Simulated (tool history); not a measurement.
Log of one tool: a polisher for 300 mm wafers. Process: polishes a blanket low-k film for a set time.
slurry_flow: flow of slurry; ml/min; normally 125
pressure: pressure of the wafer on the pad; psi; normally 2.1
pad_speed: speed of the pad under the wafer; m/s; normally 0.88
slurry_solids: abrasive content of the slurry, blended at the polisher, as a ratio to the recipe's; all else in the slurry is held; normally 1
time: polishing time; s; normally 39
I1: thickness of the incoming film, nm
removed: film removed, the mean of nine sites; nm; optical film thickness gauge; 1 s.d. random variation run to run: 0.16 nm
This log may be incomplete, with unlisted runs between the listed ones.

run 1 hour=0 | slurry_flow=125 pressure=2.4 pad_speed=0.88 slurry_solids=1 time=39 | I1=483.1 | removed=18.3
run 2 hour=74.6 | slurry_flow=125 pressure=2.1 pad_speed=0.88 slurry_solids=1 time=39 | I1=479.6 | removed=16.4
-- hour=93.2 worn pad replaced by a new one
-- hour=132.5 conditioning disc replaced and pad reconditioned
run 3 hour=142.1 | slurry_flow=125 pressure=2.1 pad_speed=0.88 slurry_solids=1 time=39 | I1=482.3 | removed=16
run 4 hour=237.1 | slurry_flow=125 pressure=2.1 pad_speed=0.88 slurry_solids=1 time=39 | I1=483.2 | removed=15.7
-- hour=243.1 slurry blender recalibrated
-- hour=255.9 slurry nozzle cleaned
run 5 hour=292.6 | slurry_flow=125 pressure=2.1 pad_speed=0.88 slurry_solids=1 time=39 | I1=485.1 | removed=16.3
-- hour=301.6 head pressure recalibrated
run 6 hour=338.5 | slurry_flow=125 pressure=2.1 pad_speed=0.88 slurry_solids=1 time=39 | I1=482.9 | removed=16
run 7 hour=399.2 | slurry_flow=125 pressure=2.1 pad_speed=0.88 slurry_solids=1 time=30 | I1=477.9 | removed=12.4
run 8 hour=444.2 | slurry_flow=125 pressure=2.1 pad_speed=0.88 slurry_solids=1 time=30 | I1=485.9 | removed=12.3
run 9 hour=498 | slurry_flow=105 pressure=2.1 pad_speed=0.88 slurry_solids=1 time=39 | I1=485.2 | removed=15.3
-- hour=507.8 worn pad replaced by a new one
run 10 hour=552.6 | slurry_flow=145 pressure=2.1 pad_speed=0.88 slurry_solids=1 time=39 | I1=479.3 | removed=16.7
-- hour=566.9 conditioning disc replaced and pad reconditioned
-- hour=641.1 slurry blender recalibrated
-- hour=641.9 slurry nozzle cleaned
run 11 hour=804 | slurry_flow=145 pressure=2.1 pad_speed=0.88 slurry_solids=0.8 time=39 | I1=473 | removed=15
-- hour=885.9 worn pad replaced by a new one
run 12 hour=893.5 | slurry_flow=100 pressure=2.1 pad_speed=0.88 slurry_solids=1 time=39 | I1=472.5 | removed=15.5
run 13 hour=966.9 | slurry_flow=125 pressure=2.1 pad_speed=0.88 slurry_solids=1.25 time=30 | I1=482 | removed=13.6
-- hour=970.4 conditioning disc replaced and pad reconditioned
-- hour=1003.9 slurry nozzle cleaned
run 14 hour=1009.7 | slurry_flow=125 pressure=1.6 pad_speed=0.88 slurry_solids=1 time=46 | I1=478.5 | removed=14.7
-- hour=1058.4 slurry blender recalibrated
run 15 hour=1066.9 | slurry_flow=125 pressure=2.1 pad_speed=0.88 slurry_solids=1 time=39 | I1=483 | removed=15.9
run 16 hour=1152 | slurry_flow=155 pressure=2.1 pad_speed=0.88 slurry_solids=1 time=49 | I1=485.8 | removed=21.2
run 17 hour=1216.7 | slurry_flow=125 pressure=2.1 pad_speed=0.88 slurry_solids=1 time=39 | I1=480.2 | removed=16.1
-- hour=1265.6 worn pad replaced by a new one
run 18 hour=1280.3 | slurry_flow=125 pressure=2.1 pad_speed=0.88 slurry_solids=1 time=39 | I1=487.1 | removed=15.8
run 19 hour=1348.1 | slurry_flow=160 pressure=2.1 pad_speed=0.58 slurry_solids=1.15 time=28 | I1=481.4 | removed=9.2
-- hour=1386.3 conditioning disc replaced and pad reconditioned
-- hour=1429 head pressure recalibrated
-- hour=1453.7 slurry nozzle cleaned
run 20 hour=1454.3 | slurry_flow=125 pressure=2.1 pad_speed=0.88 slurry_solids=1 time=39 | I1=483.9 | removed=16.1
-- hour=1460.6 slurry blender recalibrated
run 21 hour=1529.6 | slurry_flow=100 pressure=2.8 pad_speed=0.88 slurry_solids=1.1 time=39 | I1=483.8 | removed=20.6
run 22 hour=1594 | slurry_flow=125 pressure=2.1 pad_speed=0.88 slurry_solids=1 time=39 | I1=482 | removed=16
-- hour=1660.9 worn pad replaced by a new one
run 23 hour=1689.5 | slurry_flow=140 pressure=2.1 pad_speed=0.58 slurry_solids=0.8 time=39 | I1=484.6 | removed=11
-- hour=1820.6 conditioning disc replaced and pad reconditioned
run 24 hour=1845.3 | slurry_flow=125 pressure=1.7 pad_speed=0.88 slurry_solids=1 time=39 | I1=481.7 | removed=13.3
-- hour=1892.9 slurry blender recalibrated
run 25 hour=1921.9 | slurry_flow=125 pressure=2.1 pad_speed=0.88 slurry_solids=1 time=48 | I1=475.7 | removed=19.7

Alternative continuations, all from the tool just after run 25; predict every row:
run A hour=1922.3 | slurry_flow=125 pressure=2.1 pad_speed=0.88 slurry_solids=1 time=39 | I1=478.8 | removed=?
run B hour=1922.3 | slurry_flow=125 pressure=2.1 pad_speed=0.88 slurry_solids=0.7 time=25 | I1=478.8 | removed=?
run C hour=1922.3 | slurry_flow=100 pressure=2.7 pad_speed=0.88 slurry_solids=1.3 time=48 | I1=478.8 | removed=?
run D hour=1922.3 | slurry_flow=140 pressure=1.9 pad_speed=0.88 slurry_solids=1 time=49 | I1=478.8 | removed=?

run=A removed=15.9
run=B removed=8.8
run=C removed=26
run=D removed=18.6
Had the tool no hidden state, the same runs would have come out as:
run=A removed=15.9
run=B removed=8.8
run=C removed=26
run=D removed=18.6
